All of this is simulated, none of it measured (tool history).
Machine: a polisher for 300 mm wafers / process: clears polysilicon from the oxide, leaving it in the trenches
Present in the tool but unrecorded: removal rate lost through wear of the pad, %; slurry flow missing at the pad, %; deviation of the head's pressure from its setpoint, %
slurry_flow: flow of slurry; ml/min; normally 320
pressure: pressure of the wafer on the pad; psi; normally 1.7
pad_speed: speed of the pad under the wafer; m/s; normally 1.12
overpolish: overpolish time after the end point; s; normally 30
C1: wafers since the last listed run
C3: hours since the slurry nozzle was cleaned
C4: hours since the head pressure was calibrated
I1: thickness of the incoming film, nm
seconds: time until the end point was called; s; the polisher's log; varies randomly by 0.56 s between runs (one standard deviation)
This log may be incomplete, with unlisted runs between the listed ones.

run 1 hour=0 | slurry_flow=320 pressure=1.7 pad_speed=1.12 overpolish=24 | C1=0 wafers_polished_on_this_pad=380 C3=748.5 C4=235.8 | I1=436 | seconds=57.7
-- hour=20.6 slurry nozzle cleaned
run 2 hour=68 | slurry_flow=320 pressure=1.7 pad_speed=1.12 overpolish=24 | C1=351 wafers_polished_on_this_pad=731 C3=47.4 C4=303.8 | I1=441.6 | seconds=54.6
run 3 hour=147.5 | slurry_flow=385 pressure=2.2 pad_speed=1.12 overpolish=30 | C1=416 wafers_polished_on_this_pad=1148 C3=126.9 C4=383.3 | I1=446 | seconds=41.8
run 4 hour=196.8 | slurry_flow=385 pressure=2.2 pad_speed=1.12 overpolish=30 | C1=258 wafers_polished_on_this_pad=1407 C3=176.2 C4=432.6 | I1=438.2 | seconds=41
run 5 hour=267.9 | slurry_flow=385 pressure=2.2 pad_speed=1.12 overpolish=30 | C1=372 wafers_polished_on_this_pad=1779 C3=247.3 C4=503.7 | I1=434.6 | seconds=40.2
run 6 hour=310.4 | slurry_flow=320 pressure=2 pad_speed=1.12 overpolish=30 | C1=222 wafers_polished_on_this_pad=2002 C3=289.8 C4=546.2 | I1=440.7 | seconds=46.3
run 7 hour=354.3 | slurry_flow=320 pressure=1.7 pad_speed=1.12 overpolish=30 | C1=230 wafers_polished_on_this_pad=2232 C3=333.7 C4=590.1 | I1=446 | seconds=56
run 8 hour=420.6 | slurry_flow=320 pressure=1.7 pad_speed=1.12 overpolish=30 | C1=347 wafers_polished_on_this_pad=2580 C3=400 C4=656.4 | I1=436.9 | seconds=55.9
run 9 hour=483.3 | slurry_flow=320 pressure=1.7 pad_speed=1.12 overpolish=30 | C1=328 wafers_polished_on_this_pad=2909 C3=462.7 C4=719.1 | I1=440.6 | seconds=55.8
-- hour=498.3 worn pad replaced by a new one
-- hour=534.4 head pressure recalibrated
run 10 hour=535.3 | slurry_flow=320 pressure=1.7 pad_speed=1.12 overpolish=30 | C1=241 wafers_polished_on_this_pad=183 C3=514.7 C4=0.9 | I1=441 | seconds=53.6
run 11 hour=571.4 | slurry_flow=320 pressure=1.7 pad_speed=1.12 overpolish=30 | C1=189 wafers_polished_on_this_pad=373 C3=550.8 C4=37 | I1=437.8 | seconds=55.5
run 12 hour=616.3 | slurry_flow=320 pressure=1.7 pad_speed=1.12 overpolish=30 | C1=235 wafers_polished_on_this_pad=608 C3=595.7 C4=81.9 | I1=445.1 | seconds=56.3
run 13 hour=657.8 | slurry_flow=320 pressure=1.7 pad_speed=1.12 overpolish=30 | C1=217 wafers_polished_on_this_pad=826 C3=637.2 C4=123.4 | I1=432.5 | seconds=54.4
-- hour=670.1 slurry nozzle cleaned
run 14 hour=753.7 | slurry_flow=370 pressure=1.7 pad_speed=1.12 overpolish=24 | C1=497 wafers_polished_on_this_pad=1323 C3=83.6 C4=219.3 | I1=436.4 | seconds=52.8
run 15 hour=834.7 | slurry_flow=320 pressure=1.7 pad_speed=1.12 overpolish=30 | C1=424 wafers_polished_on_this_pad=1748 C3=164.6 C4=300.3 | I1=437 | seconds=52.4
run 16 hour=897 | slurry_flow=350 pressure=2.1 pad_speed=1.46 overpolish=17 | C1=326 wafers_polished_on_this_pad=2075 C3=226.9 C4=362.6 | I1=446.1 | seconds=34.3
run 17 hour=976.6 | slurry_flow=320 pressure=1.7 pad_speed=1.12 overpolish=30 | C1=417 wafers_polished_on_this_pad=2492 C3=306.5 C4=442.2 | I1=443.1 | seconds=55.1
-- hour=985.4 worn pad replaced by a new one
run 18 hour=1049.3 | slurry_flow=320 pressure=1.7 pad_speed=1.38 overpolish=30 | C1=360 wafers_polished_on_this_pad=335 C3=379.2 C4=514.9 | I1=440.9 | seconds=43.5
run 19 hour=1122.6 | slurry_flow=320 pressure=1.7 pad_speed=1.12 overpolish=17 | C1=384 wafers_polished_on_this_pad=719 C3=452.5 C4=588.2 | I1=437.8 | seconds=54.3
-- hour=1183 head pressure recalibrated
run 20 hour=1202.7 | slurry_flow=320 pressure=2.3 pad_speed=1.34 overpolish=21 | C1=409 wafers_polished_on_this_pad=1129 C3=532.6 C4=19.7 | I1=449.2 | seconds=34.1
run 21 hour=1248.7 | slurry_flow=385 pressure=1.5 pad_speed=1.12 overpolish=30 | C1=241 wafers_polished_on_this_pad=1370 C3=578.6 C4=65.7 | I1=442.3 | seconds=62.4
run 22 hour=1290.4 | slurry_flow=320 pressure=1.7 pad_speed=1.12 overpolish=40 | C1=218 wafers_polished_on_this_pad=1588 C3=620.3 C4=107.4 | I1=436.3 | seconds=55.9
run 23 hour=1396.5 | slurry_flow=265 pressure=1.7 pad_speed=0.88 overpolish=36 | C1=556 wafers_polished_on_this_pad=2145 C3=726.4 C4=213.5 | I1=440.1 | seconds=76.6
-- hour=1461.2 slurry nozzle cleaned
run 24 hour=1462.2 | slurry_flow=395 pressure=1.3 pad_speed=1.12 overpolish=46 | C1=339 wafers_polished_on_this_pad=2484 C3=1 C4=279.2 | I1=434.5 | seconds=67.9
-- hour=1527.7 worn pad replaced by a new one
run 25 hour=1532.4 | slurry_flow=320 pressure=1.7 pad_speed=1.12 overpolish=30 | C1=347 wafers_polished_on_this_pad=24 C3=71.2 C4=349.4 | I1=444.1 | seconds=52.7
run 26 hour=1601.1 | slurry_flow=365 pressure=1.7 pad_speed=1.3 overpolish=30 | C1=360 wafers_polished_on_this_pad=385 C3=139.9 C4=418.1 | I1=443.5 | seconds=45.9
run 27 hour=1663.4 | slurry_flow=405 pressure=1.7 pad_speed=1.12 overpolish=37 | C1=326 wafers_polished_on_this_pad=711 C3=202.2 C4=480.4 | I1=439 | seconds=52.2
run 28 hour=1724.9 | slurry_flow=320 pressure=1.7 pad_speed=1.12 overpolish=30 | C1=322 wafers_polished_on_this_pad=1034 C3=263.7 C4=541.9 | I1=442.5 | seconds=53.8
run 29 hour=1851.4 | slurry_flow=320 pressure=1.7 pad_speed=1.46 overpolish=40 | C1=663 wafers_polished_on_this_pad=1697 C3=390.2 C4=668.4 | I1=432.1 | seconds=41.4
-- hour=1864.9 head pressure recalibrated
run 30 hour=1918.5 | slurry_flow=360 pressure=1.2 pad_speed=0.74 overpolish=19 | C1=341 wafers_polished_on_this_pad=2038 C3=457.3 C4=53.6 | I1=437.2 | seconds=118.8
run 31 hour=1987.9 | slurry_flow=320 pressure=2.3 pad_speed=1.34 overpolish=21 | C1=363 wafers_polished_on_this_pad=2402 C3=526.7 C4=123 | I1=437.7 | seconds=34.9
run 32 hour=2029.1 | slurry_flow=320 pressure=1.7 pad_speed=1.12 overpolish=30 | C1=216 wafers_polished_on_this_pad=2618 C3=567.9 C4=164.2 | I1=433.9 | seconds=54.6
run 33 hour=2069.5 | slurry_flow=320 pressure=1.7 pad_speed=1.12 overpolish=30 | C1=211 wafers_polished_on_this_pad=2830 C3=608.3 C4=204.6 | I1=442.4 | seconds=57.8
-- hour=2082.5 worn pad replaced by a new one
run 34 hour=2170.8 | slurry_flow=370 pressure=1.7 pad_speed=1.12 overpolish=24 | C1=510 wafers_polished_on_this_pad=462 C3=709.6 C4=305.9 | I1=436.2 | seconds=55.2

4 ways to go on from here, each from the tool as it stands after run 34. What would each give?
run A hour=2171.2 | slurry_flow=320 pressure=1.2 pad_speed=1.12 overpolish=30 | C1=2 wafers_polished_on_this_pad=465 C3=710 C4=306.3 | I1=436 | seconds=?
run B hour=2171.2 | slurry_flow=260 pressure=1.9 pad_speed=0.76 overpolish=22 | C1=2 wafers_polished_on_this_pad=465 C3=710 C4=306.3 | I1=436 | seconds=?
run C hour=2171.2 | slurry_flow=405 pressure=1.7 pad_speed=0.86 overpolish=30 | C1=2 wafers_polished_on_this_pad=465 C3=710 C4=306.3 | I1=436 | seconds=?
run D hour=2171.2 | slurry_flow=225 pressure=1.4 pad_speed=0.78 overpolish=44 | C1=2 wafers_polished_on_this_pad=465 C3=710 C4=306.3 | I1=436 | seconds=?

run=A seconds=79.3
run=B seconds=76.8
run=C seconds=70.5
run=D seconds=104.9
Without the tool's hidden state the same runs would have given:
run=A seconds=72.2
run=B seconds=68.7
run=C seconds=65.1
run=D seconds=92.6
